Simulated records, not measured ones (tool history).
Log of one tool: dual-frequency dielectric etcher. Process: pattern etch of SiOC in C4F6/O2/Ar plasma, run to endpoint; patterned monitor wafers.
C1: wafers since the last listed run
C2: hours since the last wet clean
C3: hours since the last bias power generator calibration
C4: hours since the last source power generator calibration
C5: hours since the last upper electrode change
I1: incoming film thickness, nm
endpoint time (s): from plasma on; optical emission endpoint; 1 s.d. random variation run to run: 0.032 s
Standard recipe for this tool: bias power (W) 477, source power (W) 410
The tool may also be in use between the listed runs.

{"run": 1, "day": 0.0, "bias power (W)": 450, "source power (W)": 410, "C1": 0, "C2": 391.4, "C3": 3804.2, "C4": 2112.4, "C5": 5360.2, "I1": 28.11, "endpoint time (s)": 11.2}
{"run": 2, "day": 0.625, "bias power (W)": 426, "source power (W)": 410, "C1": 263, "C2": 406.4, "C3": 3819.2, "C4": 2127.4, "C5": 5375.2, "I1": 27.96, "endpoint time (s)": 11.4}
{"day": 2.042, "done": "wet clean of the chamber"}
{"run": 3, "day": 2.062, "bias power (W)": 426, "source power (W)": 410, "C1": 184, "C2": 0.5, "C3": 3853.7, "C4": 2161.9, "C5": 5409.7, "I1": 28.11, "endpoint time (s)": 11.3}
{"run": 4, "day": 2.567, "bias power (W)": 477, "source power (W)": 410, "C1": 212, "C2": 12.6, "C3": 3865.8, "C4": 2174, "C5": 5421.8, "I1": 28.09, "endpoint time (s)": 10.6}
{"run": 5, "day": 6.392, "bias power (W)": 533, "source power (W)": 410, "C1": 1610, "C2": 104.4, "C3": 3957.6, "C4": 2265.8, "C5": 5513.6, "I1": 28.15, "endpoint time (s)": 10.1}
{"run": 6, "day": 7.308, "bias power (W)": 533, "source power (W)": 410, "C1": 386, "C2": 126.4, "C3": 3979.6, "C4": 2287.8, "C5": 5535.6, "I1": 28.02, "endpoint time (s)": 10.1}
{"run": 7, "day": 8.188, "bias power (W)": 477, "source power (W)": 410, "C1": 370, "C2": 147.5, "C3": 4000.7, "C4": 2308.9, "C5": 5556.7, "I1": 28.21, "endpoint time (s)": 10.8}
{"run": 8, "day": 9.171, "bias power (W)": 477, "source power (W)": 410, "C1": 414, "C2": 171.1, "C3": 4024.3, "C4": 2332.5, "C5": 5580.3, "I1": 28.07, "endpoint time (s)": 10.7}
{"run": 9, "day": 10.167, "bias power (W)": 477, "source power (W)": 410, "C1": 419, "C2": 195, "C3": 4048.2, "C4": 2356.4, "C5": 5604.2, "I1": 28.15, "endpoint time (s)": 10.7}
{"run": 10, "day": 11.467, "bias power (W)": 477, "source power (W)": 410, "C1": 547, "C2": 226.2, "C3": 4079.4, "C4": 2387.6, "C5": 5635.4, "I1": 28.43, "endpoint time (s)": 10.8}
{"run": 11, "day": 12.938, "bias power (W)": 477, "source power (W)": 410, "C1": 619, "C2": 261.5, "C3": 4114.7, "C4": 2422.9, "C5": 5670.7, "I1": 28.15, "endpoint time (s)": 10.7}
{"run": 12, "day": 13.612, "bias power (W)": 477, "source power (W)": 410, "C1": 284, "C2": 277.7, "C3": 4130.9, "C4": 2439.1, "C5": 5686.9, "I1": 27.84, "endpoint time (s)": 10.7}
{"run": 13, "day": 14.5, "bias power (W)": 477, "source power (W)": 410, "C1": 373, "C2": 299, "C3": 4152.2, "C4": 2460.4, "C5": 5708.2, "I1": 28, "endpoint time (s)": 10.7}
{"run": 14, "day": 15.633, "bias power (W)": 477, "source power (W)": 490, "C1": 477, "C2": 326.2, "C3": 4179.4, "C4": 2487.6, "C5": 5735.4, "I1": 28.19, "endpoint time (s)": 10.2}
{"run": 15, "day": 16.171, "bias power (W)": 477, "source power (W)": 490, "C1": 226, "C2": 339.1, "C3": 4192.3, "C4": 2500.5, "C5": 5748.3, "I1": 27.91, "endpoint time (s)": 10.1}
{"run": 16, "day": 17.408, "bias power (W)": 477, "source power (W)": 410, "C1": 521, "C2": 368.8, "C3": 4222, "C4": 2530.2, "C5": 5778, "I1": 28.38, "endpoint time (s)": 10.9}
{"run": 17, "day": 18.333, "bias power (W)": 587, "source power (W)": 490, "C1": 389, "C2": 391, "C3": 4244.2, "C4": 2552.4, "C5": 5800.2, "I1": 27.93, "endpoint time (s)": 9.1}
{"run": 18, "day": 19.279, "bias power (W)": 450, "source power (W)": 410, "C1": 398, "C2": 413.7, "C3": 4266.9, "C4": 2575.1, "C5": 5822.9, "I1": 28.19, "endpoint time (s)": 11.2}
{"day": 20.7, "done": "wet clean of the chamber"}
{"run": 19, "day": 20.721, "bias power (W)": 477, "source power (W)": 410, "C1": 186, "C2": 0.5, "C3": 4301.5, "C4": 2609.7, "C5": 5857.5, "I1": 27.76, "endpoint time (s)": 10.5}
{"run": 20, "day": 21.417, "bias power (W)": 372, "source power (W)": 330, "C1": 293, "C2": 17.2, "C3": 4318.2, "C4": 2626.4, "C5": 5874.2, "I1": 28.04, "endpoint time (s)": 13}
{"day": 22.279, "done": "bias power generator calibrated"}
{"run": 21, "day": 22.867, "bias power (W)": 477, "source power (W)": 360, "C1": 540, "C2": 52, "C3": 14.1, "C4": 2661.2, "C5": 5909, "I1": 28.25, "endpoint time (s)": 11.2}
{"run": 22, "day": 23.871, "bias power (W)": 446, "source power (W)": 460, "C1": 422, "C2": 76.1, "C3": 38.2, "C4": 2685.3, "C5": 5933.1, "I1": 27.8, "endpoint time (s)": 10.5}
{"run": 23, "day": 25.175, "bias power (W)": 389, "source power (W)": 370, "C1": 549, "C2": 107.4, "C3": 69.5, "C4": 2716.6, "C5": 5964.4, "I1": 28.37, "endpoint time (s)": 12.4}
{"day": 26.071, "done": "source power generator calibrated"}
{"run": 24, "day": 26.117, "bias power (W)": 477, "source power (W)": 410, "C1": 326, "C2": 130, "C3": 92.1, "C4": 1.1, "C5": 5987, "I1": 28.09, "endpoint time (s)": 10.7}
{"day": 27.146, "done": "upper electrode replaced"}
{"run": 25, "day": 27.167, "bias power (W)": 477, "source power (W)": 360, "C1": 21, "C2": 155.2, "C3": 117.3, "C4": 26.3, "C5": 0.5, "I1": 28.33, "endpoint time (s)": 11.3}
{"run": 26, "day": 27.642, "bias power (W)": 442, "source power (W)": 470, "C1": 200, "C2": 166.6, "C3": 128.7, "C4": 37.7, "C5": 11.9, "I1": 27.99, "endpoint time (s)": 10.6}
{"run": 27, "day": 29.138, "bias power (W)": 547, "source power (W)": 360, "C1": 630, "C2": 202.5, "C3": 164.6, "C4": 73.6, "C5": 47.8, "I1": 28.01, "endpoint time (s)": 10.4}
{"run": 28, "day": 29.662, "bias power (W)": 477, "source power (W)": 480, "C1": 221, "C2": 215.1, "C3": 177.2, "C4": 86.2, "C5": 60.4, "I1": 28.34, "endpoint time (s)": 10.3}
{"run": 29, "day": 30.517, "bias power (W)": 577, "source power (W)": 470, "C1": 359, "C2": 235.6, "C3": 197.7, "C4": 106.7, "C5": 80.9, "I1": 28.22, "endpoint time (s)": 9.4}
{"run": 30, "day": 31.35, "bias power (W)": 423, "source power (W)": 380, "C1": 350, "C2": 255.6, "C3": 217.7, "C4": 126.7, "C5": 100.9, "I1": 28.11, "endpoint time (s)": 11.6}
{"run": 31, "day": 32.358, "bias power (W)": 435, "source power (W)": 320, "C1": 424, "C2": 279.8, "C3": 241.9, "C4": 150.9, "C5": 125.1, "I1": 28.08, "endpoint time (s)": 12.2}
{"run": 32, "day": 33.421, "bias power (W)": 374, "source power (W)": 370, "C1": 447, "C2": 305.3, "C3": 267.4, "C4": 176.4, "C5": 150.6, "I1": 28.27, "endpoint time (s)": 12.7}
{"run": 33, "day": 34.238, "bias power (W)": 387, "source power (W)": 470, "C1": 343, "C2": 324.9, "C3": 287, "C4": 196, "C5": 170.2, "I1": 28, "endpoint time (s)": 11.4}
{"run": 34, "day": 35.221, "bias power (W)": 555, "source power (W)": 450, "C1": 414, "C2": 348.5, "C3": 310.6, "C4": 219.6, "C5": 193.8, "I1": 28.21, "endpoint time (s)": 9.7}
{"run": 35, "day": 36.338, "bias power (W)": 442, "source power (W)": 470, "C1": 470, "C2": 375.3, "C3": 337.4, "C4": 246.4, "C5": 220.6, "I1": 27.97, "endpoint time (s)": 10.7}

Across each entry between runs, compare the hidden state at the last listed run before it with the hidden state at the first listed run after it:
Logged between run 2 and run 3: wet clean of the chamber (day 2.042)
  etch rate over this chamber's usual, %: -2.09 -> 0.256
Logged between run 18 and run 19: wet clean of the chamber (day 20.7)
  etch rate over this chamber's usual, %: -1.57 -> 0.164
Logged between run 20 and run 21: bias power generator calibrated (day 22.279)
  etch rate over this chamber's usual, %: 0.0906 -> -0.063
Logged between run 23 and run 24: source power generator calibrated (day 26.071)
  etch rate over this chamber's usual, %: -0.307 -> -0.407
Logged between run 24 and run 25: upper electrode replaced (day 27.146)
  etch rate over this chamber's usual, %: -0.407 -> -0.518
